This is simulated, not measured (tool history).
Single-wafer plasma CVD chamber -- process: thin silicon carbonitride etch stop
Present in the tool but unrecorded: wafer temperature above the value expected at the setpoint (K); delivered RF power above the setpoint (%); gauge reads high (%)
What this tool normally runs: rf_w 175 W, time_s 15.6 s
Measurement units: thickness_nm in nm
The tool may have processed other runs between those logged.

run    hour  rf_w  time_s  wafers since the last listed run  hours since the last thermocouple change  hours since the last RF generator calibration  hours since the showerhead was replaced  hours since the gauge calibration  read-back reference wafer on the same gauge, thickness_nm  thickness_nm
  1     0.0   175    14.0                                 0                                     351.2                                          587.6                                   3639.5                             1105.8                                                      9.276         7.264
  2   120.9   175    14.0                              2659                                     472.1                                          708.5                                   3760.4                             1226.7                                                      9.280         7.259
  3   187.3   175    14.0                              1460                                     538.5                                          774.9                                   3826.8                             1293.1                                                      9.287         7.249
  4   245.0   175    15.6                              1269                                     596.2                                          832.6                                   3884.5                             1350.8                                                      9.276         8.101
  5   307.4   175    15.6                              1372                                     658.6                                          895.0                                   3946.9                             1413.2                                                      9.278         8.067
  6   353.4   175    15.6                              1011                                     704.6                                          941.0                                   3992.9                             1459.2                                                      9.283         8.079
  7   400.4   175    15.6                              1033                                     751.6                                          988.0                                   4039.9                             1506.2                                                      9.277         8.079
  8   465.2   175    15.6                              1425                                     816.4                                         1052.8                                   4104.7                             1571.0                                                      9.279         8.084
  9   496.6   175    17.7                               690                                     847.8                                         1084.2                                   4136.1                             1602.4                                                      9.278         9.160
 10   526.6   175    17.7                               659                                     877.8                                         1114.2                                   4166.1                             1632.4                                                      9.284         9.167
      592.3  -- gauge calibrated
 11   714.1   175    17.7                              4123                                    1065.3                                         1301.7                                   4353.6                              121.8                                                      9.277         9.158
      724.6  -- thermocouple changed; heater temperature recalibrated
 12   758.9   175    15.6                               809                                      34.3                                         1346.5                                   4398.4                              166.6                                                      9.279         8.044
 13   795.8   175    15.6                               811                                      71.2                                         1383.4                                   4435.3                              203.5                                                      9.283         8.061
      847.5  -- showerhead replaced
 14   856.2   175    15.6                              1152                                     131.6                                         1443.8                                      8.7                              263.9                                                      9.272         8.070
 15   910.4   175    15.6                              1192                                     185.8                                         1498.0                                     62.9                              318.1                                                      9.279         8.058
 16   949.8   175    15.6                               866                                     225.2                                         1537.4                                    102.3                              357.5                                                      9.280         8.061
 17   995.0   175    17.6                               994                                     270.4                                         1582.6                                    147.5                              402.7                                                      9.279         9.083
 18  1063.2   145    13.1                              1499                                     338.6                                         1650.8                                    215.7                              470.9                                                      9.282         6.424
 19  1092.4   140    13.1                               642                                     367.8                                         1680.0                                    244.9                              500.1                                                      9.281         6.360
 20  1155.1   185    18.5                              1379                                     430.5                                         1742.7                                    307.6                              562.8                                                      9.278         9.686
 21  1253.0   185    18.5                              2153                                     528.4                                         1840.6                                    405.5                              660.7                                                      9.275         9.656
 22  1280.1   175    13.6                               596                                     555.5                                         1867.7                                    432.6                              687.8                                                      9.285         7.014
 23  1343.9   145    15.6                              1403                                     619.3                                         1931.5                                    496.4                              751.6                                                      9.283         7.634
     1399.8  -- RF generator calibrated
 24  1400.3   150    12.6                              1064                                     675.7                                            0.5                                    552.8                              808.0                                                      9.281         6.284
 25  1453.6   200    18.5                              1172                                     729.0                                           53.8                                    606.1                              861.3                                                      9.273         9.955
 26  1516.1   175    14.8                              1374                                     791.5                                          116.3                                    668.6                              923.8                                                      9.278         7.685
 27  1559.7   175    12.9                               958                                     835.1                                          159.9                                    712.2                              967.4                                                      9.278         6.712
     1575.9  -- thermocouple changed; heater temperature recalibrated
 28  1625.3   175    15.6                              1266                                      49.4                                          225.5                                    777.8                             1033.0                                                      9.281         8.133
 29  1652.9   175    14.0                               607                                      77.0                                          253.1                                    805.4                             1060.6                                                      9.276         7.261
 30  1705.5   175    15.6                              1156                                     129.6                                          305.7                                    858.0                             1113.2                                                      9.282         8.109
 31  1764.2   175    15.6                              1291                                     188.3                                          364.4                                    916.7                             1171.9                                                      9.276         8.103
 32  1810.1   160    18.0                              1009                                     234.2                                          410.3                                    962.6                             1217.8                                                      9.283         9.097
 33  1837.9   190    17.3                               611                                     262.0                                          438.1                                    990.4                             1245.6                                                      9.280         9.185
 34  1871.1   175    15.6                               730                                     295.2                                          471.3                                   1023.6                             1278.8                                                      9.282         8.078
 35  1936.3   175    17.7                              1433                                     360.4                                          536.5                                   1088.8                             1344.0                                                      9.282         9.184

Branching from run 35: 4 alternative next runs. What would each branch give?
  A  1936.7   190    15.6                                 8                                     360.8                                          536.9                                   1089.2                             1344.4                                                          ?             ?
  B  1936.7   165    17.8                                 8                                     360.8                                          536.9                                   1089.2                             1344.4                                                          ?             ?
  C  1936.7   160    16.4                                 8                                     360.8                                          536.9                                   1089.2                             1344.4                                                          ?             ?
  D  1936.7   150    12.9                                 8                                     360.8                                          536.9                                   1089.2                             1344.4                                                          ?             ?

run  read-back reference wafer on the same gauge, thickness_nm  thickness_nm
  A                                                      9.275         8.299
  B                                                      9.275         9.114
  C                                                      9.275         8.328
  D                                                      9.275         6.438
Had the tool no hidden state, the same runs would have come out as:
run  thickness_nm
  A         8.338
  B         9.157
  C         8.367
  D         6.469
